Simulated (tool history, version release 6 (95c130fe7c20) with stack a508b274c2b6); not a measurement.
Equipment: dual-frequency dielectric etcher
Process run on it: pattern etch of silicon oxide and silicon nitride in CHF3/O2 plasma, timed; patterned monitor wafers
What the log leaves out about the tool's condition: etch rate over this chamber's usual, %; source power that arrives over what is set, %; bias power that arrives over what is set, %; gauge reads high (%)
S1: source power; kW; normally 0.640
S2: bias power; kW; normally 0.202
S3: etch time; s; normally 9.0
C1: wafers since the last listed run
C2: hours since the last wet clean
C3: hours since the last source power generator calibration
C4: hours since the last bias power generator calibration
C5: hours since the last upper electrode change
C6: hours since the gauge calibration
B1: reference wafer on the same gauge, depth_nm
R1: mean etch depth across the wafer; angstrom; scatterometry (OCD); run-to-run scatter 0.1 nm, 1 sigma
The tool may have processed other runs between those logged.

run 1 hour=0.0 | S1=0.640 S2=0.202 S3=9.0 | C1=0 C2=225.3 C3=2605.1 C4=3357.6 C5=4788.2 C6=239.1 | B1=16.78 | R1=149.5
run 2 hour=95.2 | S1=0.640 S2=0.202 S3=9.0 | C1=1202 C2=320.5 C3=2700.3 C4=3452.8 C5=4883.4 C6=334.3 | B1=16.83 | R1=149.4
run 3 hour=185.9 | S1=0.640 S2=0.202 S3=9.0 | C1=1145 C2=411.2 C3=2791.0 C4=3543.5 C5=4974.1 C6=425.0 | B1=16.80 | R1=151.6
run 4 hour=225.8 | S1=0.740 S2=0.231 S3=9.0 | C1=504 C2=451.1 C3=2830.9 C4=3583.4 C5=5014.0 C6=464.9 | B1=16.78 | R1=168.1
run 5 hour=271.1 | S1=0.740 S2=0.231 S3=9.0 | C1=572 C2=496.4 C3=2876.2 C4=3628.7 C5=5059.3 C6=510.2 | B1=16.82 | R1=168.9
run 6 hour=319.5 | S1=0.740 S2=0.231 S3=9.0 | C1=611 C2=544.8 C3=2924.6 C4=3677.1 C5=5107.7 C6=558.6 | B1=16.78 | R1=169.4
run 7 hour=387.3 | S1=0.640 S2=0.219 S3=9.0 | C1=856 C2=612.6 C3=2992.4 C4=3744.9 C5=5175.5 C6=626.4 | B1=16.81 | R1=154.9
-- hour=436.4 wet clean of the chamber
-- hour=493.7 upper electrode replaced
run 8 hour=494.2 | S1=0.640 S2=0.219 S3=9.0 | C1=744 C2=57.8 C3=3099.3 C4=3851.8 C5=0.5 C6=733.3 | B1=16.77 | R1=149.2
-- hour=514.7 bias power generator calibrated
run 9 hour=547.6 | S1=0.640 S2=0.219 S3=9.0 | C1=624 C2=111.2 C3=3152.7 C4=32.9 C5=53.9 C6=786.7 | B1=16.77 | R1=150.1
run 10 hour=596.3 | S1=0.640 S2=0.167 S3=9.0 | C1=615 C2=159.9 C3=3201.4 C4=81.6 C5=102.6 C6=835.4 | B1=16.80 | R1=143.4
-- hour=634.1 gauge calibrated
run 11 hour=669.0 | S1=0.640 S2=0.167 S3=9.0 | C1=918 C2=232.6 C3=3274.1 C4=154.3 C5=175.3 C6=34.9 | B1=16.75 | R1=143.5
-- hour=689.1 source power generator calibrated
run 12 hour=709.0 | S1=0.770 S2=0.231 S3=9.0 | C1=454 C2=272.6 C3=19.9 C4=194.3 C5=215.3 C6=74.9 | B1=16.87 | R1=169.5
run 13 hour=792.3 | S1=0.690 S2=0.202 S3=9.5 | C1=1052 C2=355.9 C3=103.2 C4=277.6 C5=298.6 C6=158.2 | B1=16.78 | R1=164.9
run 14 hour=862.3 | S1=0.590 S2=0.243 S3=10.0 | C1=884 C2=425.9 C3=173.2 C4=347.6 C5=368.6 C6=228.2 | B1=16.80 | R1=166.5
run 15 hour=949.6 | S1=0.760 S2=0.202 S3=9.0 | C1=1102 C2=513.2 C3=260.5 C4=434.9 C5=455.9 C6=315.5 | B1=16.78 | R1=163.7
run 16 hour=989.3 | S1=0.640 S2=0.202 S3=9.0 | C1=501 C2=552.9 C3=300.2 C4=474.6 C5=495.6 C6=355.2 | B1=16.80 | R1=153.6
-- hour=1033.3 wet clean of the chamber
run 17 hour=1067.4 | S1=0.640 S2=0.202 S3=9.0 | C1=683 C2=34.1 C3=378.3 C4=552.7 C5=573.7 C6=433.3 | B1=16.79 | R1=147.4
run 18 hour=1142.3 | S1=0.640 S2=0.202 S3=9.0 | C1=946 C2=109.0 C3=453.2 C4=627.6 C5=648.6 C6=508.2 | B1=16.80 | R1=146.7
run 19 hour=1209.2 | S1=0.640 S2=0.202 S3=9.0 | C1=845 C2=175.9 C3=520.1 C4=694.5 C5=715.5 C6=575.1 | B1=16.80 | R1=148.9
run 20 hour=1330.5 | S1=0.640 S2=0.217 S3=9.0 | C1=1532 C2=297.2 C3=641.4 C4=815.8 C5=836.8 C6=696.4 | B1=16.81 | R1=151.5
run 21 hour=1383.1 | S1=0.570 S2=0.182 S3=9.0 | C1=664 C2=349.8 C3=694.0 C4=868.4 C5=889.4 C6=749.0 | B1=16.74 | R1=138.3
-- hour=1437.6 gauge calibrated
run 22 hour=1478.1 | S1=0.640 S2=0.235 S3=6.5 | C1=1200 C2=444.8 C3=789.0 C4=963.4 C5=984.4 C6=40.5 | B1=16.80 | R1=112.0

Subtracting, for every run, the result it would have given without the tool's unlogged condition from the measured result gives the following. The same run-to-run variation enters both numbers; the gauge's scatter may not:
run=1 R1=+2.4
run=2 R1=+3.2
run=3 R1=+4.1
run=4 R1=+4.8
run=5 R1=+5.3
run=6 R1=+5.8
run=7 R1=+5.9
run=8 R1=+1.1
run=9 R1=+1.6
run=10 R1=+1.9
run=11 R1=+2.5
run=12 R1=+3.4
run=13 R1=+4.0
run=14 R1=+4.8
run=15 R1=+5.4
run=16 R1=+5.5
run=17 R1=+0.1
run=18 R1=+0.8
run=19 R1=+1.3
run=20 R1=+2.4
run=21 R1=+2.6
run=22 R1=+2.7
